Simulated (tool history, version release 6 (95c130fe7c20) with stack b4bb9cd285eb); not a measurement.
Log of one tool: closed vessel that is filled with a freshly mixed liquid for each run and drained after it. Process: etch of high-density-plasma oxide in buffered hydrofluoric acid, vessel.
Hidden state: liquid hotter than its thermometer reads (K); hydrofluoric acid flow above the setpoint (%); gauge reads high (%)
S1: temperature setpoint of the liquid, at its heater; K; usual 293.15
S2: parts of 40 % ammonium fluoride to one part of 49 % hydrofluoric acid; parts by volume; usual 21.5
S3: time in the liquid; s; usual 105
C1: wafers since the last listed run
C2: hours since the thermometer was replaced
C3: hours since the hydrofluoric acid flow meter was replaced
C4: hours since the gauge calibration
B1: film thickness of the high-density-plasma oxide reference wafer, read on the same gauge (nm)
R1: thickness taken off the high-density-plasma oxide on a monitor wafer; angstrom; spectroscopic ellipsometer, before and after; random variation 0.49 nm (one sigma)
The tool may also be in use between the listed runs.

| run | hour | S1 | S2 | S3 | C1 | C2 | C3 | C4 | B1 | R1 |
|---|---|---|---|---|---|---|---|---|---|---|
| 1 | 0 | 296.15 | 21.5 | 105 | 0 | 2137.3 | 1712 | 962.3 | 29.97 | 624.9 |
| 2 | 48.1 | 290.15 | 16.5 | 105 | 5397 | 2185.4 | 1760.1 | 1010.4 | 30.01 | 569.4 |
| 3 | 80.1 | 290.15 | 16.5 | 105 | 3591 | 2217.4 | 1792.1 | 1042.4 | 30.01 | 568.8 |
| 4 | 110.7 | 290.15 | 16.5 | 105 | 3434 | 2248 | 1822.7 | 1073 | 29.98 | 572.8 |
| 5 | 181.3 | 293.15 | 21.5 | 105 | 7922 | 2318.6 | 1893.3 | 1143.6 | 29.99 | 523.1 |
| 6 | 222.2 | 293.15 | 24.5 | 105 | 4589 | 2359.5 | 1934.2 | 1184.5 | 30 | 480.3 |
| 7 | 247.5 | 291.65 | 16.5 | 105 | 2839 | 2384.8 | 1959.5 | 1209.8 | 29.98 | 626 |
| 8 | 296.5 | 291.65 | 16.5 | 105 | 5498 | 2433.8 | 2008.5 | 1258.8 | 29.98 | 617.8 |
| 9 | 364.1 | 291.65 | 16.5 | 105 | 7586 | 2501.4 | 2076.1 | 1326.4 | 29.98 | 611.5 |
|  | 402.8 | thermometer replaced |
| 10 | 403.3 | 293.15 | 21.5 | 105 | 4286 | 0.5 | 2115.3 | 1365.6 | 30.01 | 531.7 |
|  | 451.7 | gauge calibrated |
| 11 | 460 | 293.15 | 21.5 | 105 | 6363 | 57.2 | 2172 | 8.3 | 30 | 536.5 |
| 12 | 500.9 | 293.15 | 15 | 60 | 4589 | 98.1 | 2212.9 | 49.2 | 30.01 | 415.8 |
| 13 | 538.2 | 293.15 | 21.5 | 165 | 4185 | 135.4 | 2250.2 | 86.5 | 29.97 | 834.1 |
| 14 | 585.9 | 297.65 | 17 | 60 | 5353 | 183.1 | 2297.9 | 134.2 | 30.02 | 482.2 |
| 15 | 705.3 | 291.65 | 16.5 | 105 | 13399 | 302.5 | 2417.3 | 253.6 | 30 | 617.3 |
| 16 | 750.7 | 291.15 | 28 | 155 | 5094 | 347.9 | 2462.7 | 299 | 30.02 | 587.1 |
|  | 757.9 | hydrofluoric acid flow meter replaced |
| 17 | 965.7 | 293.15 | 19 | 130 | 24015 | 562.9 | 207.8 | 514 | 29.99 | 728.6 |
| 18 | 1018.2 | 298.15 | 16.5 | 105 | 5891 | 615.4 | 260.3 | 566.5 | 29.99 | 884.7 |
| 19 | 1067.8 | 293.15 | 21.5 | 105 | 5566 | 665 | 309.9 | 616.1 | 30 | 522.8 |
| 20 | 1103 | 290.15 | 21.5 | 105 | 3950 | 700.2 | 345.1 | 651.3 | 30 | 448 |
| 21 | 1174.6 | 290.65 | 27 | 45 | 8035 | 771.8 | 416.7 | 722.9 | 29.97 | 165.4 |

The next listed run, before its measurement:
| 22 | 1209.6 | 297.15 | 26.5 | 130 | 3927 | 806.8 | 451.7 | 757.9 | ? | ? |

{"run 22": {"B1": 30.02, "R1": 704.3}}
Without the tool's hidden state the same run would have given R1 704.3 angstrom.

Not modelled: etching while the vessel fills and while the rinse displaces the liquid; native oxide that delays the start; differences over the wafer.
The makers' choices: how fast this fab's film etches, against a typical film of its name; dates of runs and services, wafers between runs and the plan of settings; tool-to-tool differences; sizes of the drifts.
